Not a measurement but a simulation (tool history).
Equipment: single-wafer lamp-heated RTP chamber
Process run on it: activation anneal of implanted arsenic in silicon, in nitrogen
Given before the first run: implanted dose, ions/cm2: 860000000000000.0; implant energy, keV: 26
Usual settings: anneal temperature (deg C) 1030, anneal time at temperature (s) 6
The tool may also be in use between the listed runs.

run,hour,anneal temperature (deg C),anneal time at temperature (s),wafers since the last listed run,wafers since the last pyrometer calibration,wafers since the reflector plate was cleaned,hours since the gauge calibration,"read-back reference wafer on the same gauge, sheet resistance",sheet resistance of the implanted and annealed layer (ohm/square)
1,0,1037,7,0,5467,6062,238.7,149.03,154.49
# hour 15.9: gauge calibrated
2,16.6,1037,7,248,5716,6310,0.7,149.02,154.49
3,24.8,1037,7,122,5838,6433,8.9,149,153.83
4,36.3,1030,6,172,6011,6605,20.4,148.99,156.27
5,45.6,1030,6,139,6150,6744,29.7,148.98,156.27
6,60.3,1030,6,220,6370,6964,44.4,148.97,156.13
7,70.6,1030,6,154,6524,7118,54.7,149.05,156.18
8,78,1030,4,110,6635,7229,62.1,149.01,158.71
9,93,1030,4,224,6859,7454,77.1,149.14,158.63
10,100.9,1011,6,118,6977,7572,85,148.93,159.49
11,114.8,1011,6,208,7185,7780,98.9,149.04,159.16
# hour 132.9: pyrometer window cleaned and pyrometer calibrated
12,133.4,1011,6,158,7,7939,117.5,149,161.03
13,141.2,1037,7,116,124,8055,125.3,149.04,155.7
14,153.2,1050,6,179,304,8235,137.3,149.01,154.06

Estimate the outcome of run 15 from the log above:
15,169.3,1046,6,240,545,8476,153.4,?,?

Logged for run 15: read-back reference wafer on the same gauge, sheet resistance 148.96, sheet resistance of the implanted and annealed layer (ohm/square) 154.92.
Had the tool carried no hidden state, the very same run would have given sheet resistance of the implanted and annealed layer (ohm/square) 155.06.

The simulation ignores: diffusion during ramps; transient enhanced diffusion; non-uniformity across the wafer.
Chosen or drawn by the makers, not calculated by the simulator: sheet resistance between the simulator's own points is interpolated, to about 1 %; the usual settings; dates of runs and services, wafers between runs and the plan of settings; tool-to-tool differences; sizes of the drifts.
